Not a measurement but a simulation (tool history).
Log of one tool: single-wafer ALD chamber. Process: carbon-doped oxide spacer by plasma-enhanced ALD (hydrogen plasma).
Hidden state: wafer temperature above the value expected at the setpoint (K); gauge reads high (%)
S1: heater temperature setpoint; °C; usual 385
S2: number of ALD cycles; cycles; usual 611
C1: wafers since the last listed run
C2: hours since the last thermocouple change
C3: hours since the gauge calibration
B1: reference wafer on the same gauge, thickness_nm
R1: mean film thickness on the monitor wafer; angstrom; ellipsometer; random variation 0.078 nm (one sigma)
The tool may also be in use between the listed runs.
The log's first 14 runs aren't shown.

{"run": 15, "hour": 575.7, "S1": 385, "S2": 611, "C1": 17, "C2": 1782.3, "C3": 1093.1, "B1": 26.039, "R1": 305.26}
{"run": 16, "hour": 606.7, "S1": 385, "S2": 611, "C1": 13, "C2": 1813.3, "C3": 1124.1, "B1": 26.003, "R1": 307.03}
{"run": 17, "hour": 636.2, "S1": 385, "S2": 523, "C1": 12, "C2": 1842.8, "C3": 1153.6, "B1": 26.021, "R1": 262.51}
{"run": 18, "hour": 686.0, "S1": 385, "S2": 523, "C1": 21, "C2": 1892.6, "C3": 1203.4, "B1": 25.992, "R1": 262.67}
{"run": 19, "hour": 722.6, "S1": 385, "S2": 611, "C1": 15, "C2": 1929.2, "C3": 1240, "B1": 25.963, "R1": 305.88}
{"run": 20, "hour": 749.2, "S1": 385, "S2": 567, "C1": 11, "C2": 1955.8, "C3": 1266.6, "B1": 25.987, "R1": 284.12}
{"run": 21, "hour": 776.9, "S1": 385, "S2": 611, "C1": 11, "C2": 1983.5, "C3": 1294.3, "B1": 25.966, "R1": 306.28}
{"run": 22, "hour": 812.0, "S1": 385, "S2": 611, "C1": 15, "C2": 2018.6, "C3": 1329.4, "B1": 25.979, "R1": 306.74}
{"hour": 921.7, "done": "thermocouple changed; heater temperature recalibrated"}
{"run": 23, "hour": 934.1, "S1": 385, "S2": 611, "C1": 48, "C2": 12.4, "C3": 1451.5, "B1": 25.934, "R1": 306.96}
{"run": 24, "hour": 986.8, "S1": 374, "S2": 568, "C1": 22, "C2": 65.1, "C3": 1504.2, "B1": 25.965, "R1": 285.2}
{"run": 25, "hour": 1023.0, "S1": 385, "S2": 611, "C1": 15, "C2": 101.3, "C3": 1540.4, "B1": 25.952, "R1": 307.18}
{"run": 26, "hour": 1090.3, "S1": 380, "S2": 659, "C1": 28, "C2": 168.6, "C3": 1607.7, "B1": 25.931, "R1": 329.05}
{"run": 27, "hour": 1126.0, "S1": 380, "S2": 718, "C1": 15, "C2": 204.3, "C3": 1643.4, "B1": 25.934, "R1": 359.49}

Forecast run 28:
{"run": 28, "hour": 1161.5, "S1": 385, "S2": 561, "C1": 15, "C2": 239.8, "C3": 1678.9, "B1": "?", "R1": "?"}

{"run 28": {"B1": 25.932, "R1": 281.53}}
Without the tool's hidden state the same run would have given R1 287.75 angstrom.
